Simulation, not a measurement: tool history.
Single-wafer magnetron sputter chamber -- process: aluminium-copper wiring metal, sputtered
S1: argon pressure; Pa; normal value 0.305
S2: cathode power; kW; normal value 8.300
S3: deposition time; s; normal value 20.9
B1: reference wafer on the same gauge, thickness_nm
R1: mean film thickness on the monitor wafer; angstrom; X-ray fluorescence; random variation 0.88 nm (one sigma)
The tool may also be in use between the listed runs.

{"run": 1, "hour": 0.0, "S1": 0.305, "S2": 8.3, "S3": 20.9, "B1": 287.932, "R1": 3310.67}
{"run": 2, "hour": 45.3, "S1": 0.366, "S2": 8.3, "S3": 20.9, "B1": 288.204, "R1": 3166.15}
{"run": 3, "hour": 88.6, "S1": 0.366, "S2": 8.3, "S3": 20.9, "B1": 288.058, "R1": 3166.36}
{"run": 4, "hour": 166.8, "S1": 0.366, "S2": 8.3, "S3": 20.9, "B1": 288.099, "R1": 3152.68}
{"run": 5, "hour": 233.9, "S1": 0.305, "S2": 8.3, "S3": 20.9, "B1": 288.067, "R1": 3284.89}
{"hour": 298.0, "done": "sputter target and shields replaced"}
{"run": 6, "hour": 298.5, "S1": 0.305, "S2": 8.3, "S3": 20.9, "B1": 287.964, "R1": 3336.37}
{"run": 7, "hour": 357.6, "S1": 0.305, "S2": 8.3, "S3": 20.9, "B1": 287.9, "R1": 3317.57}
{"run": 8, "hour": 512.6, "S1": 0.305, "S2": 8.3, "S3": 21.8, "B1": 287.907, "R1": 3455.55}
{"run": 9, "hour": 580.1, "S1": 0.305, "S2": 8.3, "S3": 18.3, "B1": 287.936, "R1": 2885.13}
{"run": 10, "hour": 730.6, "S1": 0.305, "S2": 8.3, "S3": 18.3, "B1": 287.883, "R1": 2877.39}
{"hour": 818.1, "done": "sputter target and shields replaced"}
{"run": 11, "hour": 826.6, "S1": 0.305, "S2": 8.3, "S3": 20.9, "B1": 287.803, "R1": 3330.32}
{"run": 12, "hour": 921.2, "S1": 0.305, "S2": 8.3, "S3": 20.9, "B1": 288.168, "R1": 3326.96}
{"run": 13, "hour": 1027.7, "S1": 0.305, "S2": 8.3, "S3": 20.9, "B1": 287.654, "R1": 3305.74}
{"hour": 1070.9, "done": "magnet pack replaced, of another model than before"}
{"run": 14, "hour": 1076.9, "S1": 0.305, "S2": 8.3, "S3": 20.9, "B1": 288.12, "R1": 3307.13}
{"run": 15, "hour": 1155.4, "S1": 0.305, "S2": 8.3, "S3": 20.9, "B1": 288.125, "R1": 3297.46}
{"run": 16, "hour": 1211.1, "S1": 0.305, "S2": 8.3, "S3": 20.9, "B1": 288.211, "R1": 3296.03}
{"run": 17, "hour": 1309.9, "S1": 0.24, "S2": 8.3, "S3": 20.9, "B1": 288.087, "R1": 3392.06}
{"run": 18, "hour": 1395.0, "S1": 0.238, "S2": 6.7, "S3": 20.9, "B1": 288.189, "R1": 2734.79}
{"hour": 1419.5, "done": "sputter target and shields replaced"}
{"run": 19, "hour": 1491.7, "S1": 0.267, "S2": 9.35, "S3": 17.3, "B1": 288.019, "R1": 3152.72}
{"hour": 1526.7, "done": "gauge calibrated"}
{"run": 20, "hour": 1573.0, "S1": 0.237, "S2": 10.35, "S3": 16.8, "B1": 288.033, "R1": 3426.81}
{"run": 21, "hour": 1644.4, "S1": 0.234, "S2": 9.7, "S3": 20.9, "B1": 287.869, "R1": 4002.81}
{"run": 22, "hour": 1707.0, "S1": 0.305, "S2": 8.3, "S3": 20.9, "B1": 288.111, "R1": 3308.35}
{"hour": 1740.5, "done": "capacitance manometer re-zeroed and calibrated"}
{"run": 23, "hour": 1793.6, "S1": 0.196, "S2": 7.75, "S3": 24.0, "B1": 288.183, "R1": 3740.66}
{"run": 24, "hour": 1867.0, "S1": 0.202, "S2": 10.0, "S3": 20.9, "B1": 288.108, "R1": 4179.49}
{"run": 25, "hour": 1930.8, "S1": 0.426, "S2": 6.95, "S3": 18.7, "B1": 287.852, "R1": 2308.85}
{"hour": 1997.3, "done": "sputter target and shields replaced"}
{"run": 26, "hour": 2032.6, "S1": 0.263, "S2": 6.95, "S3": 24.4, "B1": 287.856, "R1": 3312.83}
{"run": 27, "hour": 2136.0, "S1": 0.341, "S2": 8.3, "S3": 20.9, "B1": 287.644, "R1": 3244.59}
{"run": 28, "hour": 2195.6, "S1": 0.305, "S2": 9.0, "S3": 20.9, "B1": 287.844, "R1": 3586.19}
{"run": 29, "hour": 2249.1, "S1": 0.305, "S2": 8.3, "S3": 20.9, "B1": 288.005, "R1": 3310.89}
{"run": 30, "hour": 2351.2, "S1": 0.202, "S2": 9.8, "S3": 16.8, "B1": 288.097, "R1": 3288.05}
{"run": 31, "hour": 2410.0, "S1": 0.305, "S2": 8.3, "S3": 20.9, "B1": 287.644, "R1": 3305.21}
{"run": 32, "hour": 2499.1, "S1": 0.229, "S2": 6.8, "S3": 23.9, "B1": 288.14, "R1": 3206.07}
{"hour": 2598.3, "done": "sputter target and shields replaced"}
{"run": 33, "hour": 2604.3, "S1": 0.404, "S2": 9.25, "S3": 22.7, "B1": 288.01, "R1": 3825.37}
{"run": 34, "hour": 2664.4, "S1": 0.187, "S2": 8.3, "S3": 17.5, "B1": 287.885, "R1": 2957.2}

Alternative continuations, all from the tool just after run 34; predict every row:
{"run": "A", "hour": 2664.8, "S1": 0.305, "S2": 7.55, "S3": 20.9, "B1": "?", "R1": "?"}
{"run": "B", "hour": 2664.8, "S1": 0.233, "S2": 6.45, "S3": 23.4, "B1": "?", "R1": "?"}
{"run": "C", "hour": 2664.8, "S1": 0.189, "S2": 8.3, "S3": 24.0, "B1": "?", "R1": "?"}
{"run": "D", "hour": 2664.8, "S1": 0.342, "S2": 8.3, "S3": 19.3, "B1": "?", "R1": "?"}

run=A B1=288.084 R1=3018.51
run=B B1=288.084 R1=2995.64
run=C B1=288.084 R1=4044.79
run=D B1=288.084 R1=3007.40
Stripped of hidden state, with their random variation kept, the same runs would have yielded:
run=A R1=3029.92
run=B R1=3006.95
run=C R1=4060.07
run=D R1=3018.76
